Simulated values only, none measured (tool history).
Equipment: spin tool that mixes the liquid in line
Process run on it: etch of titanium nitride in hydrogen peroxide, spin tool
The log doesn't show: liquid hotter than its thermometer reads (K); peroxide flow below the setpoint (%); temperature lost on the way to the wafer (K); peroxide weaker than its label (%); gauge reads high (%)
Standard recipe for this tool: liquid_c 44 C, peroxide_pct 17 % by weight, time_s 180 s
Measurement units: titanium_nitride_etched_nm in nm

run   hour  liquid_c  peroxide_pct  time_s  wafers since the last listed run  hours since the thermometer was replaced  hours since the peroxide flow meter was replaced  hours since the heated supply line was repaired  hours since the drum of peroxide was connected  hours since the gauge calibration  read-back film thickness of the titanium nitride reference wafer, read on the same gauge (nm)  titanium_nitride_etched_nm
  1      0        44          19.5     215                                 0                                    1036.3                                            1143.8                                              559                                           208.3                              457.6                                                                                          80.04                        8.52
  2   16.7      46.5            17     180                                89                                      1053                                            1160.5                                            575.7                                             225                              474.3                                                                                          79.98                        8.32
  3   30.1        42            17     180                                71                                    1066.4                                            1173.9                                            589.1                                           238.4                              487.7                                                                                          79.99                        5.96
  4  122.8        42            17     180                               496                                    1159.1                                            1266.6                                            681.8                                           331.1                              580.4                                                                                          79.96                        5.97
  5    137      38.5            17     135                                76                                    1173.3                                            1280.8                                              696                                           345.3                              594.6                                                                                          80.01                        3.43
  6  166.6      38.5            17     135                               158                                    1202.9                                            1310.4                                            725.6                                           374.9                              624.2                                                                                          80.03                        3.45
  7  186.8      38.5            17     135                               108                                    1223.1                                            1330.6                                            745.8                                           395.1                              644.4                                                                                          79.99                        3.45
  8    209        44          14.5     205                               118                                    1245.3                                            1352.8                                              768                                           417.3                              666.6                                                                                          79.97                         7.7
  9  292.7        44          14.5     205                               448                                      1329                                            1436.5                                            851.7                                             501                              750.3                                                                                          80.01                        7.72
 10  319.2        40            17     180                               141                                    1355.5                                              1463                                            878.2                                           527.5                              776.8                                                                                          80.01                        5.18
     343.1  -- thermometer replaced
 11  357.7        40            17     180                               200                                      14.6                                            1501.5                                            916.7                                             566                              815.3                                                                                          80.01                        4.83
     360.6  -- gauge calibrated
 12  380.7        44            17     180                               123                                      37.6                                            1524.5                                            939.7                                             589                               20.1                                                                                          79.98                        6.56
     413.8  -- heated supply line repaired
 13  450.2      38.5          21.5     260                               366                                     107.1                                              1594                                             36.4                                           658.5                               89.6                                                                                             80                        6.55
 14  469.6        36            14     215                               103                                     126.5                                            1613.4                                             55.8                                           677.9                                109                                                                                          80.03                        4.07
 15  493.1        44            17     180                               125                                       150                                            1636.9                                             79.3                                           701.4                              132.5                                                                                          79.99                        6.58
     501.8  -- new drum of peroxide connected
     525.7  -- peroxide flow meter replaced
 16  526.2        35            17     255                               166                                     183.1                                               0.5                                            112.4                                            24.4                              165.6                                                                                          79.97                        4.74

Forecast run 17:
 17  544.1        35          19.5     110                                95                                       201                                              18.4                                            130.3                                            42.3                              183.5                                                                                              ?                           ?

Logged for run 17: read-back film thickness of the titanium nitride reference wafer, read on the same gauge (nm) 79.99, titanium_nitride_etched_nm 2.1 nm.
Had the tool carried no hidden state, the very same run would have given titanium_nitride_etched_nm 2.08 nm.
